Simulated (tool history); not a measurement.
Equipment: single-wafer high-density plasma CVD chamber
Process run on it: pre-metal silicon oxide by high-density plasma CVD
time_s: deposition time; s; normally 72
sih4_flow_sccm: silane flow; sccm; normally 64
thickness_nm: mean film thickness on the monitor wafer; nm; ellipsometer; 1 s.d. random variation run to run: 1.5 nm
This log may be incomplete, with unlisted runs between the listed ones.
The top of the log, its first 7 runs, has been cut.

run   hour  time_s  sih4_flow_sccm  read-back reference wafer on the same gauge, thickness_nm  thickness_nm
  8  162.2      72              64                                                    399.132       459.325
  9  194.2      72              64                                                     399.02       460.652
 10  215.8      72              68                                                    398.727       486.232
 11  225.4      72              73                                                    399.147       521.321
 12  254.5      72              73                                                    398.807       521.625
       274  -- silane flow controller replaced
 13  274.5    80.3              64                                                    399.341       515.218
 14  283.2      72              64                                                    398.764       460.493
 15  293.1      72              64                                                    398.705       461.551
     295.1  -- gauge calibrated
 16  303.1    76.3              57                                                    399.302       436.971
 17  320.1    59.3              76                                                    399.112       443.933
 18  332.8      72              59                                                     398.79       428.145
 19  350.4      72              64                                                     398.99       461.231
 20  359.1    81.3              73                                                    399.211       588.013
 21  376.5      72              64                                                    398.792       462.251
 22  389.3    79.9              64                                                    399.149       512.259
 23  404.7      72              64                                                    399.636        461.59
 24  421.5    57.7              75                                                    399.232       427.364
 25  472.2    84.6              68                                                    398.927        571.92
 26  486.3    84.9              61                                                    399.443       520.528
 27  520.5      76              64                                                    398.444       485.742
 28    532    82.1              64                                                    398.768       525.245
 29  548.6    78.5              73                                                    398.996       568.256
 30  562.4      85              70                                                    399.265       590.808
 31  579.8    82.4              76                                                    399.629       614.849

5 ways to go on from here, each from the tool as it stands after run 31. What would each give?
  A  580.2      72              64                                                          ?             ?
  B  580.2    58.7              64                                                          ?             ?
  C  580.2    61.2              73                                                          ?             ?
  D  580.2    81.5              68                                                          ?             ?
  E  580.2    80.3              74                                                          ?             ?

run  read-back reference wafer on the same gauge, thickness_nm  thickness_nm
  A                                                    398.988       459.775
  B                                                    398.988       374.844
  C                                                    398.988       440.733
  D                                                    398.988       549.988
  E                                                    398.988       585.561
Without the tool's hidden state the same runs would have given:
run  thickness_nm
  A       459.775
  B       374.844
  C       440.733
  D       549.988
  E       585.561

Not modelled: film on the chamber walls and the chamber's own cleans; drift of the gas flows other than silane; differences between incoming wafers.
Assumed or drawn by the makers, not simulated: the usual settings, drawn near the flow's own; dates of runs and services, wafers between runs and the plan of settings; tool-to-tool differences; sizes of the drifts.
